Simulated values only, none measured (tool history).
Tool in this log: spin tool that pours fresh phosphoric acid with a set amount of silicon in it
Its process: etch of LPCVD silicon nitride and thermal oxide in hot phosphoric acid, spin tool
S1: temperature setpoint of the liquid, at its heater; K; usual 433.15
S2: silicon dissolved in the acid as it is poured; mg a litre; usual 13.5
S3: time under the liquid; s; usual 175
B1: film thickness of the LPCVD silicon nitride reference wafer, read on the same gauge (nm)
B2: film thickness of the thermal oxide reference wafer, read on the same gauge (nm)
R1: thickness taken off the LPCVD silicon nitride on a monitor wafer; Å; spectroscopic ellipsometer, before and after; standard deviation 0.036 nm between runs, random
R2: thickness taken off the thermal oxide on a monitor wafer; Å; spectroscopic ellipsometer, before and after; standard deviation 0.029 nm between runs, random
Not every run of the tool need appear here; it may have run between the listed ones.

run,hour,S1,S2,S3,B1,B2,R1,R2
1,0.0,433.15,13.5,220,120.02,30.016,199.1,5.76
2,8.1,433.15,13.5,200,120.00,29.965,180.5,5.88
3,25.6,433.15,13.5,200,119.97,29.953,180.5,5.95
4,42.7,433.15,13.5,200,120.01,29.994,180.6,5.33
5,51.4,433.15,13.5,175,120.00,29.978,158.2,4.29
# hour 68.4: dissolved silicon flow meter replaced
6,81.6,433.15,13.5,130,119.98,30.012,117.7,3.95
# hour 84.9: heated supply line repaired
7,89.8,433.15,13.5,175,120.04,29.998,159.9,4.65
8,98.8,433.15,10.0,115,120.01,29.997,104.7,3.60
9,116.2,430.65,20.0,95,120.01,30.002,79.2,1.77
10,126.4,433.15,13.5,175,120.01,29.990,159.2,3.99
# hour 128.9: gauge calibrated
11,133.7,430.65,16.5,175,119.97,29.991,146.3,3.54
12,144.1,433.15,3.0,260,119.99,29.964,237.3,8.77
# hour 150.0: thermometer replaced
13,152.3,433.15,13.5,175,119.96,30.019,149.1,4.12
14,163.4,435.15,13.5,95,120.00,29.999,87.1,2.33
15,179.1,431.65,8.5,85,120.04,30.002,69.0,1.87
16,192.3,433.15,20.5,175,120.02,29.987,149.9,3.63
17,206.5,433.15,13.5,175,119.97,29.991,149.4,3.91

Had the tool no unlogged condition, and each run kept its random variation, what would the results have been?
Hidden state at play: liquid hotter than its thermometer reads (K); dissolved silicon flow above the setpoint (%); temperature lost on the way to the wafer (K); gauge reads high (%).
run,R1,R2
1,186.3,4.98
2,168.9,5.08
3,168.7,5.13
4,168.7,4.58
5,147.6,3.68
6,109.7,3.38
7,148.8,3.97
8,97.4,3.08
9,73.6,1.51
10,147.9,3.39
11,135.7,3.01
12,220.3,7.44
13,147.9,4.05
14,86.3,2.28
15,68.3,1.83
16,148.3,3.55
17,147.7,3.81

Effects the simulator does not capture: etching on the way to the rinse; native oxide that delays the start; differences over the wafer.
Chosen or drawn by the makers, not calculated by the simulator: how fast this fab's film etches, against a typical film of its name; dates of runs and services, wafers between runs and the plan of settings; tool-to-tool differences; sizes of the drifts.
